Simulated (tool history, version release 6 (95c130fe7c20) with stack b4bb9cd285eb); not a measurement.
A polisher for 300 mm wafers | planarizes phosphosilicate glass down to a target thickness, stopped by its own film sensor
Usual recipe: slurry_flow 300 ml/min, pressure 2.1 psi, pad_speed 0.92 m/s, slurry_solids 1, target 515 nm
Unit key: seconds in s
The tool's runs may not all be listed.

| run | hour | slurry_flow | pressure | pad_speed | slurry_solids | target | wafers since the last listed run | wafers polished on this pad | hours since the slurry nozzle was cleaned | hours since the head pressure was calibrated | hours since the slurry blender was calibrated | hours since the conditioning disc was replaced | incoming thickness of the incoming film, nm | seconds |
|---|---|---|---|---|---|---|---|---|---|---|---|---|---|---|
| 1 | 0 | 300 | 2.1 | 0.92 | 1 | 515 | 0 | 1172 | 125.2 | 246.1 | 264 | 229.8 | 1163.9 | 130.2 |
| 2 | 45.8 | 300 | 2.1 | 0.92 | 1 | 515 | 241 | 1413 | 171 | 291.9 | 309.8 | 275.6 | 1199.7 | 136.8 |
| 3 | 87.4 | 235 | 2.1 | 0.92 | 1 | 515 | 219 | 1632 | 212.6 | 333.5 | 351.4 | 317.2 | 1192.6 | 139 |
|  | 104.6 | slurry blender recalibrated |
|  | 142.6 | worn pad replaced by a new one, of another model than before |
| 4 | 147.3 | 300 | 2.3 | 0.76 | 0.85 | 660 | 284 | 24 | 272.5 | 393.4 | 42.7 | 377.1 | 1166.2 | 107.9 |
|  | 154 | conditioning disc replaced and pad reconditioned |
| 5 | 184.9 | 365 | 2.1 | 0.68 | 0.75 | 515 | 187 | 212 | 310.1 | 431 | 80.3 | 30.9 | 1161.5 | 148.4 |
| 6 | 223.9 | 300 | 2.1 | 0.92 | 1.15 | 515 | 205 | 417 | 349.1 | 470 | 119.3 | 69.9 | 1163.5 | 119.6 |
|  | 280.6 | slurry nozzle cleaned |
| 7 | 295.1 | 365 | 2.1 | 0.92 | 1.25 | 344 | 369 | 787 | 14.5 | 541.2 | 190.5 | 141.1 | 1192.9 | 157.5 |
| 8 | 324.4 | 300 | 2.1 | 1.12 | 1 | 515 | 154 | 942 | 43.8 | 570.5 | 219.8 | 170.4 | 1183.1 | 124.2 |
| 9 | 354.9 | 300 | 2.1 | 0.92 | 0.9 | 408 | 160 | 1102 | 74.3 | 601 | 250.3 | 200.9 | 1162 | 160.2 |
| 10 | 417.7 | 300 | 2.1 | 0.92 | 1 | 309 | 330 | 1433 | 137.1 | 663.8 | 313.1 | 263.7 | 1187.4 | 185.7 |
|  | 460.7 | slurry blender recalibrated |
| 11 | 485 | 300 | 2.3 | 0.76 | 0.85 | 660 | 344 | 1778 | 204.4 | 731.1 | 24.3 | 331 | 1181.9 | 113.7 |
|  | 514.5 | worn pad replaced by a new one |
|  | 521.2 | conditioning disc replaced and pad reconditioned |
|  | 526.7 | head pressure recalibrated |
| 12 | 531.1 | 300 | 1.4 | 0.92 | 1 | 515 | 200 | 66 | 250.5 | 4.4 | 70.4 | 9.9 | 1166.8 | 163.6 |
| 13 | 567.2 | 390 | 1.9 | 0.92 | 1 | 377 | 190 | 256 | 286.6 | 40.5 | 106.5 | 46 | 1183.3 | 156.9 |
| 14 | 605.9 | 365 | 2.1 | 1.12 | 0.8 | 710 | 203 | 460 | 325.3 | 79.2 | 145.2 | 84.7 | 1180.6 | 95 |
| 15 | 649.1 | 275 | 2.1 | 0.84 | 1 | 438 | 227 | 688 | 368.5 | 122.4 | 188.4 | 127.9 | 1171.5 | 149.6 |
|  | 666.5 | slurry nozzle cleaned |
| 16 | 710.5 | 300 | 2.1 | 0.92 | 1.1 | 515 | 318 | 1006 | 44 | 183.8 | 249.8 | 189.3 | 1164 | 125.3 |
| 17 | 765.1 | 300 | 2.1 | 0.64 | 1 | 515 | 287 | 1294 | 98.6 | 238.4 | 304.4 | 243.9 | 1203.5 | 153.5 |
| 18 | 796.1 | 300 | 2.7 | 1.02 | 1.2 | 640 | 163 | 1457 | 129.6 | 269.4 | 335.4 | 274.9 | 1173.1 | 80.2 |
| 19 | 829.7 | 300 | 1.5 | 0.92 | 1.2 | 515 | 177 | 1634 | 163.2 | 303 | 369 | 308.5 | 1179.3 | 155.5 |
|  | 848.8 | worn pad replaced by a new one |
|  | 860.9 | slurry blender recalibrated |
| 20 | 878.6 | 265 | 2.1 | 0.64 | 0.8 | 399 | 226 | 146 | 212.1 | 351.9 | 17.7 | 357.4 | 1169.9 | 198.4 |
|  | 918.6 | conditioning disc replaced and pad reconditioned |
| 21 | 928.5 | 300 | 2.1 | 0.92 | 1 | 515 | 252 | 398 | 262 | 401.8 | 67.6 | 9.9 | 1194.4 | 125.9 |
| 22 | 956.6 | 300 | 2.1 | 0.92 | 1.2 | 515 | 148 | 546 | 290.1 | 429.9 | 95.7 | 38 | 1163.2 | 109.6 |
| 23 | 1021.8 | 300 | 2.1 | 0.92 | 1 | 515 | 343 | 890 | 355.3 | 495.1 | 160.9 | 103.2 | 1178.5 | 127 |
| 24 | 1062 | 300 | 1.9 | 1.22 | 0.8 | 662 | 211 | 1102 | 395.5 | 535.3 | 201.1 | 143.4 | 1183.6 | 112.6 |
|  | 1093.4 | slurry nozzle cleaned |
| 25 | 1123.1 | 300 | 2.1 | 0.92 | 1 | 515 | 316 | 1419 | 29.7 | 596.4 | 262.2 | 204.5 | 1188.4 | 132.1 |

Take each entry between the runs: how does the hidden state at the last listed run before it differ from the hidden state at the first listed run after it?
Between runs 3 and 4: slurry blender recalibrated (hour 104.6); worn pad replaced by a new one, of another model than before (hour 142.6)
  time polished since the conditioner stopped cutting, s: 362 -> 375
  what was measured, less what the result would be without the hidden state, seconds: +16.5 -> +13.1 s
Between runs 4 and 5: conditioning disc replaced and pad reconditioned (hour 154)
  time polished since the conditioner stopped cutting, s: 375 -> 154
  what was measured, less what the result would be without the hidden state, seconds: +13.1 -> +7.5 s
Between runs 6 and 7: slurry nozzle cleaned (hour 280.6)
  time polished since the conditioner stopped cutting, s: 233 -> 329
  what was measured, less what the result would be without the hidden state, seconds: +9.7 -> +17.3 s
Between runs 10 and 11: slurry blender recalibrated (hour 460.7)
  time polished since the conditioner stopped cutting, s: 411 -> 432
  what was measured, less what the result would be without the hidden state, seconds: +24.5 -> +15.5 s
Between runs 11 and 12: worn pad replaced by a new one (hour 514.5); conditioning disc replaced and pad reconditioned (hour 521.2); head pressure recalibrated (hour 526.7)
  time polished since the conditioner stopped cutting, s: 432 -> 61.6
  what was measured, less what the result would be without the hidden state, seconds: +15.5 -> +3 s
Between runs 15 and 16: slurry nozzle cleaned (hour 666.5)
  time polished since the conditioner stopped cutting, s: 276 -> 331
  what was measured, less what the result would be without the hidden state, seconds: +13.7 -> +13.9 s
Between runs 19 and 20: worn pad replaced by a new one (hour 848.8); slurry blender recalibrated (hour 860.9)
  time polished since the conditioner stopped cutting, s: 387 -> 399
  what was measured, less what the result would be without the hidden state, seconds: +16.3 -> +23 s
Between runs 20 and 21: conditioning disc replaced and pad reconditioned (hour 918.6)
  time polished since the conditioner stopped cutting, s: 399 -> 77.1
  what was measured, less what the result would be without the hidden state, seconds: +23 -> +3.7 s
Between runs 24 and 25: slurry nozzle cleaned (hour 1093.4)
  time polished since the conditioner stopped cutting, s: 308 -> 357
  what was measured, less what the result would be without the hidden state, seconds: +12.2 -> +15.5 s

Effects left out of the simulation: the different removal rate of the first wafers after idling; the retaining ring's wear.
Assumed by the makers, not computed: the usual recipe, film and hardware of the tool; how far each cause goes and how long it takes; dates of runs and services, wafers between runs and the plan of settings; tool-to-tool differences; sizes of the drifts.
